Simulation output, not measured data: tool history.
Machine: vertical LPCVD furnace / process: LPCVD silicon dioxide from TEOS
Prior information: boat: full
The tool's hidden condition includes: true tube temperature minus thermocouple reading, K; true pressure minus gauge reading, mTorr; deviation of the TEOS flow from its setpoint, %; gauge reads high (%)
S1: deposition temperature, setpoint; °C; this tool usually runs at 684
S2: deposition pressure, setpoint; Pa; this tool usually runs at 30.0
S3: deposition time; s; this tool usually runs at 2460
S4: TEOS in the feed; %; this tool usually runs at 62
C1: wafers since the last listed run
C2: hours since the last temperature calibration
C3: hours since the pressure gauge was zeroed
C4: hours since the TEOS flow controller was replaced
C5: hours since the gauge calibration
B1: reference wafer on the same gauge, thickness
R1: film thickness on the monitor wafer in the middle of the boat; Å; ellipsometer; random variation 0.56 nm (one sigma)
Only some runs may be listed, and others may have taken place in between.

Run 1, day 0.000: usual settings; C1 0; C2 3359.3; C3 2889.1; C4 4442.8; C5 1871.9; B1 169.80. Result: R1 1616.5 Å.
Run 2, day 2.271: usual settings; C1 1181; C2 3413.8; C3 2943.6; C4 4497.3; C5 1926.4; B1 170.03. Result: R1 1614.2 Å.
Run 3, day 3.442: usual settings; C1 609; C2 3441.9; C3 2971.7; C4 4525.4; C5 1954.5; B1 169.77. Result: R1 1617.5 Å.
Run 4, day 5.854: usual settings; C1 1255; C2 3499.8; C3 3029.6; C4 4583.3; C5 2012.4; B1 169.82. Result: R1 1609.3 Å.
Run 5, day 8.012: usual settings; C1 1122; C2 3551.6; C3 3081.4; C4 4635.1; C5 2064.2; B1 170.21. Result: R1 1626.8 Å.
Run 6, day 9.442: usual settings; C1 743; C2 3585.9; C3 3115.7; C4 4669.4; C5 2098.5; B1 170.24. Result: R1 1623.1 Å.
At day 9.817: gauge calibrated.
At day 11.379: TEOS flow controller replaced.
Run 7, day 17.988: usual settings but S1 688 °C, S2 24.7 Pa; C1 3925; C2 3791.0; C3 3320.8; C4 158.6; C5 196.1; B1 170.21. Result: R1 1610.4 Å.
Run 8, day 20.821: usual settings; C1 1473; C2 3859.0; C3 3388.8; C4 226.6; C5 264.1; B1 169.92. Result: R1 1638.5 Å.
Run 9, day 22.850: usual settings; C1 1055; C2 3907.7; C3 3437.5; C4 275.3; C5 312.8; B1 169.92. Result: R1 1619.0 Å.
Run 10, day 23.996: usual settings but S4 53 %; C1 596; C2 3935.2; C3 3465.0; C4 302.8; C5 340.3; B1 170.32. Result: R1 1500.3 Å.
Run 11, day 25.029: usual settings but S1 688 °C; C1 537; C2 3960.0; C3 3489.8; C4 327.6; C5 365.1; B1 170.08. Result: R1 1792.0 Å.
Run 12, day 26.408: usual settings but S3 3240 s; C1 717; C2 3993.1; C3 3522.9; C4 360.7; C5 398.2; B1 169.92. Result: R1 2151.7 Å.
At day 28.954: pressure gauge zeroed.
Run 13, day 28.975: usual settings but S1 673 °C, S2 27.3 Pa, S4 73 %; C1 814; C2 4054.7; C3 0.5; C4 422.3; C5 459.8; B1 170.21. Result: R1 1325.0 Å.
Run 14, day 29.833: usual settings; C1 446; C2 4075.3; C3 21.1; C4 442.9; C5 480.4; B1 170.07. Result: R1 1668.2 Å.
Run 15, day 32.804: usual settings but S1 674 °C, S3 1770 s, S4 66 %; C1 1545; C2 4146.6; C3 92.4; C4 514.2; C5 551.7; B1 169.95. Result: R1 986.6 Å.
Run 16, day 35.600: usual settings; C1 1454; C2 4213.7; C3 159.5; C4 581.3; C5 618.8; B1 170.12. Result: R1 1668.3 Å.
At day 41.967: thermocouples replaced and temperature profile calibrated.
Run 17, day 44.542: usual settings but S1 688 °C, S2 24.7 Pa; C1 4131; C2 61.8; C3 374.1; C4 795.9; C5 833.4; B1 169.91. Result: R1 1583.2 Å.
Run 18, day 46.467: usual settings but S4 58 %; C1 1001; C2 108.0; C3 420.3; C4 842.1; C5 879.6; B1 169.93. Result: R1 1531.8 Å.
Run 19, day 47.971: usual settings but S4 52 %; C1 782; C2 144.1; C3 456.4; C4 878.2; C5 915.7; B1 169.85. Result: R1 1452.2 Å.
Run 20, day 49.692: usual settings but S2 26.7 Pa; C1 895; C2 185.4; C3 497.7; C4 919.5; C5 957.0; B1 169.89. Result: R1 1497.6 Å.
Run 21, day 52.208: usual settings but S4 67 %; C1 1309; C2 245.8; C3 558.1; C4 979.9; C5 1017.4; B1 170.25. Result: R1 1636.6 Å.
Run 22, day 54.921: usual settings; C1 1411; C2 310.9; C3 623.2; C4 1045.0; C5 1082.5; B1 170.08. Result: R1 1593.4 Å.
Run 23, day 56.067: usual settings but S3 2760 s; C1 596; C2 338.4; C3 650.7; C4 1072.5; C5 1110.0; B1 169.94. Result: R1 1783.0 Å.
Run 24, day 57.896: usual settings but S1 674 °C, S2 37.3 Pa, S3 2910 s, S4 54 %; C1 951; C2 382.3; C3 694.6; C4 1116.4; C5 1153.9; B1 170.06. Result: R1 1528.0 Å.
Run 25, day 58.962: usual settings but S1 672 °C, S3 2970 s; C1 554; C2 407.9; C3 720.2; C4 1142.0; C5 1179.5; B1 169.89. Result: R1 1434.9 Å.
Run 26, day 61.075: usual settings but S1 687 °C, S2 22.7 Pa, S3 3360 s, S4 73 %; C1 1098; C2 458.6; C3 770.9; C4 1192.7; C5 1230.2; B1 170.10. Result: R1 2174.9 Å.
Run 27, day 62.683: usual settings but S1 674 °C, S2 37.3 Pa, S3 2910 s, S4 54 %; C1 836; C2 497.2; C3 809.5; C4 1231.3; C5 1268.8; B1 170.17. Result: R1 1526.6 Å.
Run 28, day 64.867: usual settings but S3 2730 s, S4 52 %; C1 1135; C2 549.6; C3 861.9; C4 1283.7; C5 1321.2; B1 169.91. Result: R1 1595.9 Å.
Run 29, day 67.525: usual settings but S1 694 °C, S2 26.7 Pa, S3 3330 s, S4 51 %; C1 1382; C2 613.4; C3 925.7; C4 1347.5; C5 1385.0; B1 170.14. Result: R1 2318.9 Å.
Run 30, day 69.438: usual settings; C1 994; C2 659.3; C3 971.6; C4 1393.4; C5 1430.9; B1 169.87. Result: R1 1581.3 Å.
Run 31, day 72.217: usual settings but S1 680 °C, S2 32.7 Pa; C1 1445; C2 726.0; C3 1038.3; C4 1460.1; C5 1497.6; B1 169.96. Result: R1 1501.5 Å.

Each row is a separate what-if for the run after 31, all from the same tool condition, not one after another. Results?
Run A, day 72.379: usual settings but S3 3390 s; C1 84; C2 729.9; C3 1042.2; C4 1464.0; C5 1501.5; B1 ?. Result: R1 ?.
Run B, day 72.379: usual settings but S1 690 °C, S4 71 %; C1 84; C2 729.9; C3 1042.2; C4 1464.0; C5 1501.5; B1 ?. Result: R1 ?.
Run C, day 72.379: usual settings but S3 1590 s; C1 84; C2 729.9; C3 1042.2; C4 1464.0; C5 1501.5; B1 ?. Result: R1 ?.
Run D, day 72.379: usual settings but S1 690 °C, S3 3330 s, S4 73 %; C1 84; C2 729.9; C3 1042.2; C4 1464.0; C5 1501.5; B1 ?. Result: R1 ?.

run      B1      R1
  A  169.84  2168.5
  B  169.84  1943.4
  C  169.84  1017.1
  D  169.84  2667.5
Stripped of hidden state, with their random variation kept, the same runs would have yielded:
run      R1
  A  2172.7
  B  1947.4
  C  1019.1
  D  2672.9

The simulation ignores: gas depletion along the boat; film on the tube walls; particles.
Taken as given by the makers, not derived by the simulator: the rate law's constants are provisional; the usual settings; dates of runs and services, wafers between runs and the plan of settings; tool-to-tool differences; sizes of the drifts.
